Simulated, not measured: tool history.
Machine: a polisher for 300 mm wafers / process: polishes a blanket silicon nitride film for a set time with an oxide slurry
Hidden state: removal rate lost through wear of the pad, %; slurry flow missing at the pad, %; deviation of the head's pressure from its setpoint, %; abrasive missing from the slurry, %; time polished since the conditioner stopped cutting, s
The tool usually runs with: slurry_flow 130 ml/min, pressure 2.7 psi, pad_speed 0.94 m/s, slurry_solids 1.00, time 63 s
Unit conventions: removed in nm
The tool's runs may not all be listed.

run	hour	slurry_flow	pressure	pad_speed	slurry_solids	time	wafers since the last listed run	wafers polished on this pad	hours since the slurry nozzle was cleaned	hours since the head pressure was calibrated	hours since the slurry blender was calibrated	hours since the conditioning disc was replaced	incoming thickness of the incoming film, nm	removed
1	0.0	130	2.7	0.94	1.00	63	0	667	269.8	349.4	136.5	125.1	406.0	28.2
2	39.9	130	2.7	0.94	1.00	63	355	1022	309.7	389.3	176.4	165.0	399.3	28.2
3	68.9	100	3.0	0.94	1.00	63	258	1280	338.7	418.3	205.4	194.0	395.2	28.9
# hour 79.5: conditioning disc replaced and pad reconditioned
# hour 87.7: slurry blender recalibrated
4	92.1	100	3.0	0.94	1.00	63	170	1451	361.9	441.5	4.4	12.6	399.6	28.4
5	114.5	130	2.7	0.94	1.00	63	199	1650	384.3	463.9	26.8	35.0	397.8	28.2
# hour 128.3: worn pad replaced by a new one
6	145.4	130	2.7	0.94	1.00	63	239	152	415.2	494.8	57.7	65.9	403.1	27.5
7	177.2	130	2.7	0.94	1.00	63	282	435	447.0	526.6	89.5	97.7	400.2	27.6
8	206.0	130	3.4	0.94	1.00	63	256	691	475.8	555.4	118.3	126.5	403.7	34.7
9	223.4	130	3.4	0.94	1.00	63	154	846	493.2	572.8	135.7	143.9	404.0	34.8
10	240.4	130	2.0	0.94	1.15	69	151	997	510.2	589.8	152.7	160.9	394.6	24.0
# hour 253.1: head pressure recalibrated
# hour 273.3: conditioning disc replaced and pad reconditioned
11	273.8	130	3.1	0.94	1.00	83	261	1259	543.6	20.7	186.1	0.5	393.8	41.6
# hour 292.9: slurry blender recalibrated
12	293.4	130	3.2	0.68	0.80	77	156	1415	563.2	40.3	0.5	20.1	395.5	27.6
13	320.1	130	2.7	0.94	1.25	74	237	1653	589.9	67.0	27.2	46.8	398.6	35.5
# hour 339.4: worn pad replaced by a new one
14	345.7	130	2.7	0.94	1.00	63	192	55	615.5	92.6	52.8	72.4	395.1	27.3
15	380.2	130	2.7	0.94	1.00	63	307	362	650.0	127.1	87.3	106.9	393.3	27.1
16	408.7	130	2.7	0.94	1.00	82	253	616	678.5	155.6	115.8	135.4	397.4	35.2
# hour 469.7: conditioning disc replaced and pad reconditioned
# hour 477.6: slurry blender recalibrated
# hour 484.9: slurry nozzle cleaned
17	499.4	130	2.0	0.94	1.00	63	762	1379	14.5	246.3	21.8	29.7	397.9	20.8
18	517.2	150	2.7	0.94	0.80	44	158	1537	32.3	264.1	39.6	47.5	403.7	18.2
# hour 522.8: worn pad replaced by a new one
19	536.9	130	2.7	0.68	1.00	63	139	125	52.0	283.8	59.3	67.2	399.9	21.9
20	556.9	165	2.7	0.94	1.25	63	177	303	72.0	303.8	79.3	87.2	398.0	32.2
21	575.4	130	2.7	0.94	1.00	72	164	468	90.5	322.3	97.8	105.7	400.1	32.7
22	595.0	130	2.7	0.80	1.00	63	174	642	110.1	341.9	117.4	125.3	402.7	25.2
23	636.2	155	1.8	0.94	1.10	63	366	1009	151.3	383.1	158.6	166.5	402.0	20.1
# hour 657.0: conditioning disc replaced and pad reconditioned
24	657.7	130	2.7	0.94	1.00	63	173	1182	172.8	404.6	180.1	0.7	405.7	27.9
# hour 665.2: slurry blender recalibrated
25	677.3	110	2.7	0.78	1.00	63	156	1339	192.4	424.2	12.1	20.3	405.5	23.2
# hour 695.2: worn pad replaced by a new one
26	702.5	130	2.7	0.94	1.00	63	188	65	217.6	449.4	37.3	45.5	397.2	28.0

3 options for the next run, each taken on its own from the tool as it stands now. Forecast them:
A	702.9	130	2.7	0.94	1.20	63	3	68	218.0	449.8	37.7	45.9	395.3	?
B	702.9	105	2.7	1.12	1.00	63	3	68	218.0	449.8	37.7	45.9	395.3	?
C	702.9	145	2.2	1.12	1.00	63	3	68	218.0	449.8	37.7	45.9	395.3	?

run	removed
A	30.0
B	30.3
C	26.7
Stripped of hidden state, with their random variation kept, the same runs would have yielded:
run	removed
A	30.3
B	30.7
C	27.0
